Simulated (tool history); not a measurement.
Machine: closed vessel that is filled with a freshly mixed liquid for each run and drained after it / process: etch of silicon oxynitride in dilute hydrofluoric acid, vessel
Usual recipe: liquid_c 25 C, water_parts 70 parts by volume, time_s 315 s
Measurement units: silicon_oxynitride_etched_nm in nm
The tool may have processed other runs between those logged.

run,day,liquid_c,water_parts,time_s,"read-back film thickness of the silicon oxynitride reference wafer, read on the same gauge (nm)",silicon_oxynitride_etched_nm
1,0,25,70,315,120.01,16.85
2,1.804,25,70,315,120,16.81
3,4.592,25,70,315,120,16.62
4,12.471,25,70,315,119.97,17.07
5,14.392,25,70,315,120,16.89
6,18.017,25,70,315,120,17.18
7,21.754,25,70,315,120,17.47
# day 23.717: thermometer replaced
# day 24.917: hydrofluoric acid flow meter replaced
8,24.958,25,70,315,120,15.63
9,27.538,27.5,90,395,120.02,16.94
10,30.854,20.5,100,195,119.99,5.39
11,32.721,27,55,220,119.98,15.86
# day 34.921: gauge calibrated
12,36.15,25,70,315,120,16.03
13,37.85,25,70,315,119.98,15.94
14,41.046,28,105,155,119.99,5.81
15,44.696,29.5,90,435,120.01,21.24
16,48.946,20,100,315,119.98,8.83
17,52.333,25,70,315,120.01,16.19

Alternative continuations, all from the tool just after run 17; predict every row:
A,52.362,25,70,395,?,?
B,52.362,21.5,90,150,?,?
C,52.362,25,40,140,?,?
D,52.362,20,45,315,?,?
E,52.362,25,70,175,?,?

run,"read-back film thickness of the silicon oxynitride reference wafer, read on the same gauge (nm)",silicon_oxynitride_etched_nm
A,119.98,20.71
B,119.98,5.08
C,119.98,13.16
D,119.98,20.47
E,119.98,9.17
Had the tool no hidden state, the same runs would have come out as:
run,silicon_oxynitride_etched_nm
A,19.94
B,4.9
C,12.69
D,19.74
E,8.84
